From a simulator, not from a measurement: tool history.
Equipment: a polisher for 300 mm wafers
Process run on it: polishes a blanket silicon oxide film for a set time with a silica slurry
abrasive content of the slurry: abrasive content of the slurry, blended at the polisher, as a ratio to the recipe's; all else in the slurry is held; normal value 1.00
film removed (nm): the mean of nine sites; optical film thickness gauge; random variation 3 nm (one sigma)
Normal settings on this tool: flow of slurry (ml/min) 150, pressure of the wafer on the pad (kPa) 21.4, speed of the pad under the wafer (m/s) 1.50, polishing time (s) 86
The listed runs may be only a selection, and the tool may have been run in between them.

| run | hour | flow of slurry (ml/min) | pressure of the wafer on the pad (kPa) | speed of the pad under the wafer (m/s) | abrasive content of the slurry | polishing time (s) | wafers since the last listed run | wafers polished on this pad | hours since the slurry nozzle was cleaned | hours since the head pressure was calibrated | hours since the slurry blender was calibrated | hours since the conditioning disc was replaced | incoming thickness of the incoming film, nm | film removed (nm) |
|---|---|---|---|---|---|---|---|---|---|---|---|---|---|---|
| 1 | 0.0 | 150 | 17.9 | 1.50 | 1.00 | 69 | 0 | 1170 | 736.7 | 616.3 | 247.6 | 419.1 | 1750.0 | 143.0 |
| 2 | 33.7 | 150 | 21.4 | 1.50 | 1.00 | 86 | 379 | 1550 | 770.4 | 650.0 | 281.3 | 452.8 | 1763.2 | 194.3 |
|  | 50.5 | slurry nozzle cleaned |
|  | 50.6 | conditioning disc replaced and pad reconditioned |
| 3 | 64.6 | 150 | 21.4 | 1.50 | 1.00 | 86 | 335 | 1886 | 14.1 | 680.9 | 312.2 | 14.0 | 1769.4 | 195.7 |
| 4 | 130.5 | 150 | 21.4 | 1.50 | 1.00 | 86 | 741 | 2627 | 80.0 | 746.8 | 378.1 | 79.9 | 1792.0 | 189.6 |
|  | 151.8 | slurry blender recalibrated |
| 5 | 167.7 | 150 | 21.4 | 1.50 | 1.00 | 86 | 396 | 3024 | 117.2 | 784.0 | 15.9 | 117.1 | 1786.8 | 191.1 |
| 6 | 196.1 | 190 | 21.4 | 1.50 | 1.15 | 86 | 319 | 3343 | 145.6 | 812.4 | 44.3 | 145.5 | 1795.3 | 207.0 |
| 7 | 245.0 | 150 | 21.4 | 1.50 | 1.00 | 86 | 550 | 3894 | 194.5 | 861.3 | 93.2 | 194.4 | 1755.7 | 190.6 |
|  | 309.5 | worn pad replaced by a new one |
| 8 | 310.0 | 150 | 14.5 | 1.50 | 1.00 | 63 | 686 | 5 | 259.5 | 926.3 | 158.2 | 259.4 | 1800.7 | 126.0 |
|  | 329.5 | head pressure recalibrated |
| 9 | 368.2 | 150 | 24.8 | 1.50 | 1.30 | 86 | 632 | 637 | 317.7 | 38.7 | 216.4 | 317.6 | 1767.9 | 249.4 |
| 10 | 407.2 | 195 | 21.4 | 1.50 | 1.00 | 86 | 438 | 1076 | 356.7 | 77.7 | 255.4 | 356.6 | 1778.4 | 205.9 |
|  | 449.6 | conditioning disc replaced and pad reconditioned |
| 11 | 450.1 | 175 | 15.9 | 1.50 | 1.00 | 86 | 460 | 1537 | 399.6 | 120.6 | 298.3 | 0.5 | 1798.9 | 165.8 |
| 12 | 492.5 | 150 | 21.4 | 1.50 | 1.00 | 86 | 477 | 2014 | 442.0 | 163.0 | 340.7 | 42.9 | 1733.2 | 190.6 |
| 13 | 537.6 | 150 | 21.4 | 1.32 | 1.00 | 62 | 507 | 2522 | 487.1 | 208.1 | 385.8 | 88.0 | 1789.9 | 126.0 |
|  | 582.2 | slurry blender recalibrated |
| 14 | 589.1 | 150 | 21.4 | 1.50 | 1.00 | 86 | 557 | 3079 | 538.6 | 259.6 | 6.9 | 139.5 | 1747.9 | 188.0 |
| 15 | 635.7 | 150 | 21.4 | 1.50 | 0.90 | 86 | 524 | 3603 | 585.2 | 306.2 | 53.5 | 186.1 | 1739.6 | 176.6 |
|  | 645.5 | worn pad replaced by a new one |
| 16 | 701.4 | 185 | 21.4 | 1.50 | 0.80 | 109 | 694 | 629 | 650.9 | 371.9 | 119.2 | 251.8 | 1774.9 | 234.1 |
| 17 | 760.7 | 150 | 21.4 | 1.32 | 1.00 | 62 | 667 | 1296 | 710.2 | 431.2 | 178.5 | 311.1 | 1739.8 | 131.7 |
| 18 | 792.3 | 150 | 21.4 | 1.50 | 1.00 | 86 | 355 | 1652 | 741.8 | 462.8 | 210.1 | 342.7 | 1756.6 | 196.6 |
| 19 | 832.8 | 185 | 21.4 | 1.50 | 1.00 | 86 | 455 | 2108 | 782.3 | 503.3 | 250.6 | 383.2 | 1760.6 | 199.6 |
|  | 865.4 | conditioning disc replaced and pad reconditioned |
| 20 | 886.3 | 150 | 17.2 | 1.18 | 1.00 | 115 | 579 | 2688 | 835.8 | 556.8 | 304.1 | 20.9 | 1786.5 | 195.8 |
| 21 | 914.3 | 150 | 25.5 | 1.02 | 1.00 | 86 | 315 | 3003 | 863.8 | 584.8 | 332.1 | 48.9 | 1762.2 | 180.8 |
|  | 938.1 | slurry nozzle cleaned |
| 22 | 977.7 | 150 | 15.2 | 1.78 | 0.90 | 86 | 702 | 3705 | 39.6 | 648.2 | 395.5 | 112.3 | 1769.5 | 158.9 |
|  | 986.6 | worn pad replaced by a new one |
|  | 997.0 | slurry blender recalibrated |
| 23 | 1039.7 | 150 | 21.4 | 1.06 | 1.00 | 86 | 630 | 575 | 101.6 | 710.2 | 42.7 | 174.3 | 1759.2 | 172.8 |
| 24 | 1088.4 | 150 | 21.4 | 1.50 | 1.00 | 86 | 548 | 1123 | 150.3 | 758.9 | 91.4 | 223.0 | 1733.8 | 193.9 |

Here are 5 independent what-if runs from the current tool condition. What would each one return?
| A | 1088.8 | 150 | 21.4 | 1.50 | 1.00 | 86 | 4 | 1128 | 150.7 | 759.3 | 91.8 | 223.4 | 1755.3 | ? |
| B | 1088.8 | 150 | 21.4 | 1.50 | 1.00 | 60 | 4 | 1128 | 150.7 | 759.3 | 91.8 | 223.4 | 1755.3 | ? |
| C | 1088.8 | 150 | 18.6 | 1.50 | 0.70 | 86 | 4 | 1128 | 150.7 | 759.3 | 91.8 | 223.4 | 1755.3 | ? |
| D | 1088.8 | 150 | 27.6 | 1.30 | 1.20 | 86 | 4 | 1128 | 150.7 | 759.3 | 91.8 | 223.4 | 1755.3 | ? |
| E | 1088.8 | 100 | 21.4 | 1.30 | 1.00 | 96 | 4 | 1128 | 150.7 | 759.3 | 91.8 | 223.4 | 1755.3 | ? |

| run | film removed (nm) |
|---|---|
| A | 191.5 |
| B | 133.6 |
| C | 144.7 |
| D | 230.0 |
| E | 187.7 |
Stripped of hidden state, with their random variation kept, the same runs would have yielded:
| run | film removed (nm) |
|---|---|
| A | 213.3 |
| B | 148.8 |
| C | 161.2 |
| D | 256.3 |
| E | 209.2 |
